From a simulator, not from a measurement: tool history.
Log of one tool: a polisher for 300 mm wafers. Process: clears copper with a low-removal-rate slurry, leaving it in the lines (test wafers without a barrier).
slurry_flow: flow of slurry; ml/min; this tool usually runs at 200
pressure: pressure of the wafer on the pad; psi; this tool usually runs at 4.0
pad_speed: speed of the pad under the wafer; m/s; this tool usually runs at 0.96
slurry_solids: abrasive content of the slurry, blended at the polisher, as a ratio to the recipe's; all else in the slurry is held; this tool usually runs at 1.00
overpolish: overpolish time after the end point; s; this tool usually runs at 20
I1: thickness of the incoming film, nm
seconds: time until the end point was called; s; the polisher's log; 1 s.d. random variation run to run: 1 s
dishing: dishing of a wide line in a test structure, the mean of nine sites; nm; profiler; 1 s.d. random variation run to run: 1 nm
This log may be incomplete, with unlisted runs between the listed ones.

Run 1, hour 0.0: usual settings; I1 401.8. Result: seconds 89.7 s, dishing 39.9 nm.
Run 2, hour 104.3: usual settings; I1 402.1. Result: seconds 91.1 s, dishing 40.0 nm.
Run 3, hour 153.4: usual settings; I1 403.3. Result: seconds 90.9 s, dishing 39.1 nm.
At hour 180.8: slurry nozzle cleaned.
Run 4, hour 224.3: usual settings; I1 408.1. Result: seconds 91.2 s, dishing 41.6 nm.
At hour 241.0: slurry blender recalibrated.
Run 5, hour 261.1: usual settings but pressure 3.2 psi; I1 405.1. Result: seconds 113.3 s, dishing 35.5 nm.
Run 6, hour 366.2: usual settings; I1 403.9. Result: seconds 92.2 s, dishing 39.9 nm.
Run 7, hour 404.1: usual settings; I1 393.8. Result: seconds 93.8 s, dishing 40.4 nm.
At hour 428.6: worn pad replaced by a new one.
Run 8, hour 450.5: usual settings but slurry_flow 175 ml/min, pad_speed 1.20 m/s; I1 406.2. Result: seconds 79.1 s, dishing 44.4 nm.
Run 9, hour 521.2: usual settings but slurry_flow 160 ml/min, pad_speed 0.70 m/s; I1 399.1. Result: seconds 136.5 s, dishing 30.5 nm.
At hour 528.4: head pressure recalibrated.
Run 10, hour 617.8: usual settings but slurry_flow 160 ml/min, pad_speed 0.70 m/s; I1 398.9. Result: seconds 123.6 s, dishing 33.7 nm.
At hour 699.9: slurry blender recalibrated.
Run 11, hour 710.5: usual settings but pressure 3.2 psi, overpolish 12 s; I1 404.0. Result: seconds 115.3 s, dishing 24.9 nm.
Run 12, hour 780.0: usual settings; I1 396.3. Result: seconds 92.6 s, dishing 39.9 nm.
Run 13, hour 836.2: usual settings; I1 392.8. Result: seconds 94.2 s, dishing 41.3 nm.
Run 14, hour 943.4: usual settings but pressure 3.3 psi, overpolish 30 s; I1 401.1. Result: seconds 117.5 s, dishing 44.3 nm.
At hour 1006.5: worn pad replaced by a new one.
At hour 1160.3: slurry nozzle cleaned.
Run 15, hour 1186.5: usual settings but slurry_flow 240 ml/min, pressure 3.3 psi, overpolish 26 s; I1 402.6. Result: seconds 118.8 s, dishing 41.1 nm.
At hour 1222.4: head pressure recalibrated.
Run 16, hour 1276.4: usual settings; I1 402.6. Result: seconds 88.4 s, dishing 42.0 nm.
At hour 1278.9: slurry blender recalibrated.
Run 17, hour 1369.8: usual settings but slurry_flow 180 ml/min, pad_speed 0.64 m/s, slurry_solids 0.85, overpolish 15 s; I1 401.4. Result: seconds 133.6 s, dishing 26.2 nm.
Run 18, hour 1406.5: usual settings but slurry_flow 175 ml/min, pressure 3.3 psi, pad_speed 0.68 m/s, slurry_solids 1.15; I1 402.5. Result: seconds 150.6 s, dishing 30.2 nm.
Run 19, hour 1467.9: usual settings but slurry_solids 1.15; I1 397.5. Result: seconds 89.5 s, dishing 42.0 nm.
Run 20, hour 1568.1: usual settings but pressure 5.3 psi, pad_speed 0.86 m/s, slurry_solids 1.20; I1 405.6. Result: seconds 77.9 s, dishing 45.9 nm.
At hour 1585.4: worn pad replaced by a new one.
Run 21, hour 1604.4: usual settings but pad_speed 1.22 m/s; I1 402.4. Result: seconds 74.8 s, dishing 46.9 nm.
Run 22, hour 1644.6: usual settings but slurry_flow 145 ml/min, slurry_solids 0.85; I1 401.1. Result: seconds 103.7 s, dishing 38.5 nm.
Run 23, hour 1684.8: usual settings; I1 408.6. Result: seconds 98.7 s, dishing 38.8 nm.
Run 24, hour 1740.7: usual settings but slurry_flow 255 ml/min, pad_speed 1.26 m/s; I1 404.8. Result: seconds 73.9 s, dishing 44.3 nm.
At hour 1806.6: slurry blender recalibrated.
Run 25, hour 1816.8: usual settings but pressure 3.1 psi, pad_speed 1.14 m/s; I1 394.2. Result: seconds 112.0 s, dishing 35.5 nm.
At hour 1856.4: head pressure recalibrated.
Run 26, hour 1885.5: usual settings but slurry_solids 0.80, overpolish 8 s; I1 403.1. Result: seconds 95.2 s, dishing 21.2 nm.
At hour 1919.4: slurry nozzle cleaned.
Run 27, hour 1930.3: usual settings but slurry_flow 235 ml/min, pad_speed 1.24 m/s, overpolish 30 s; I1 406.1. Result: seconds 66.8 s, dishing 58.3 nm.
Run 28, hour 1993.5: usual settings but slurry_flow 245 ml/min, pressure 3.2 psi, pad_speed 1.24 m/s, slurry_solids 1.20; I1 394.8. Result: seconds 81.8 s, dishing 44.2 nm.

Run by run, hidden condition taken away, random variation retained:
The hidden state here: removal rate lost through wear of the pad, %; slurry flow missing at the pad, %; deviation of the head's pressure from its setpoint, %; abrasive missing from the slurry, %.
run  seconds  dishing
  1     85.2     41.1
  2     85.4     41.5
  3     84.5     40.8
  4     89.1     42.1
  5    109.2     36.4
  6     85.4     41.8
  7     85.5     42.7
  8     70.3     47.4
  9    117.1     34.0
 10    115.8     35.2
 11    107.7     26.2
 12     85.4     41.9
 13     86.0     43.6
 14    104.3     47.1
 15    103.0     44.9
 16     87.4     42.2
 17    129.2     26.9
 18    144.2     31.2
 19     84.9     43.3
 20     71.9     47.9
 21     68.3     49.2
 22     91.8     41.5
 23     87.8     41.6
 24     65.3     47.2
 25     94.8     39.5
 26     89.3     22.4
 27     67.1     58.2
 28     81.1     44.3
